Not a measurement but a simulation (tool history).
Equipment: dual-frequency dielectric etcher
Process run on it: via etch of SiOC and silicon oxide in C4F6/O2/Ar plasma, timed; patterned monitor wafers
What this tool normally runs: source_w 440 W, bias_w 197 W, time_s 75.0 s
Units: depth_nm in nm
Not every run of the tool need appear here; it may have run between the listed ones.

run	hour	source_w	bias_w	time_s	wafers since the last listed run	hours since the last wet clean	hours since the last source power generator calibration	hours since the last bias power generator calibration	hours since the last upper electrode change	hours since the gauge calibration	read-back reference wafer on the same gauge, depth_nm	depth_nm
1	0.0	440	197	75.0	0	553.5	3634.7	4154.6	3296.8	536.5	79.7	84.1
2	11.4	440	197	75.0	75	564.9	3646.1	4166.0	3308.2	547.9	79.5	84.1
3	24.2	440	197	75.0	85	577.7	3658.9	4178.8	3321.0	560.7	79.6	85.0
# hour 58.2: wet clean of the chamber
4	74.7	440	197	75.0	176	16.5	3709.4	4229.3	3371.5	611.2	79.5	80.3
5	86.5	440	197	75.0	78	28.3	3721.2	4241.1	3383.3	623.0	79.5	80.5
# hour 97.1: gauge calibrated
# hour 98.6: source power generator calibrated
6	99.1	440	197	75.0	57	40.9	0.5	4253.7	3395.9	2.0	79.3	80.2
7	113.0	520	197	80.0	92	54.8	14.4	4267.6	3409.8	15.9	79.6	93.9
# hour 120.1: bias power generator calibrated
8	127.6	520	197	80.0	70	69.4	29.0	7.5	3424.4	30.5	79.5	94.0
9	134.4	520	197	80.0	45	76.2	35.8	14.3	3431.2	37.3	79.5	94.3
10	152.3	440	197	75.0	119	94.1	53.7	32.2	3449.1	55.2	79.6	81.2
11	167.0	440	197	75.0	97	108.8	68.4	46.9	3463.8	69.9	79.4	80.9
# hour 202.1: upper electrode replaced
12	202.6	370	240	61.0	77	144.4	104.0	82.5	0.5	105.5	79.4	63.4
13	202.9	500	151	75.0	1	144.7	104.3	82.8	0.8	105.8	79.3	81.7
14	203.3	400	220	95.0	2	145.1	104.7	83.2	1.2	106.2	79.3	101.5
15	209.5	440	197	75.0	41	151.3	110.9	89.4	7.4	112.4	79.8	81.3
16	222.0	440	197	75.0	83	163.8	123.4	101.9	19.9	124.9	79.5	82.3
17	237.3	440	197	75.0	101	179.1	138.7	117.2	35.2	140.2	79.5	81.8
18	252.8	350	151	66.0	103	194.6	154.2	132.7	50.7	155.7	79.2	58.9
19	264.7	440	197	62.5	79	206.5	166.1	144.6	62.6	167.6	79.5	68.4
20	277.6	440	197	75.0	85	219.4	179.0	157.5	75.5	180.5	79.5	82.4
21	285.6	440	171	75.0	53	227.4	187.0	165.5	83.5	188.5	79.6	80.5
22	291.9	440	197	75.0	41	233.7	193.3	171.8	89.8	194.8	79.4	82.0
23	303.0	440	197	75.0	73	244.8	204.4	182.9	100.9	205.9	79.5	82.5
24	314.5	400	197	68.0	76	256.3	215.9	194.4	112.4	217.4	79.5	71.7
25	328.2	380	243	61.0	91	270.0	229.6	208.1	126.1	231.1	79.4	64.9
26	338.0	510	222	93.5	65	279.8	239.4	217.9	135.9	240.9	79.5	115.1
27	348.4	550	232	91.5	69	290.2	249.8	228.3	146.3	251.3	79.6	118.8
28	355.9	390	213	75.0	49	297.7	257.3	235.8	153.8	258.8	79.3	78.7
29	364.6	440	197	75.0	57	306.4	266.0	244.5	162.5	267.5	79.3	83.3
30	375.4	510	197	84.5	71	317.2	276.8	255.3	173.3	278.3	79.7	100.8
31	382.7	440	197	75.0	48	324.5	284.1	262.6	180.6	285.6	79.4	82.3

Each row is a separate what-if for the run after 31, all from the same tool condition, not one after another. Results?
A	383.1	440	197	58.0	2	324.9	284.5	263.0	181.0	286.0	?	?
B	383.1	480	179	75.0	2	324.9	284.5	263.0	181.0	286.0	?	?
C	383.1	440	180	75.0	2	324.9	284.5	263.0	181.0	286.0	?	?

run	read-back reference wafer on the same gauge, depth_nm	depth_nm
A	79.5	64.0
B	79.5	84.7
C	79.5	80.9
Stripped of hidden state, with their random variation kept, the same runs would have yielded:
run	depth_nm
A	61.6
B	81.5
C	77.9
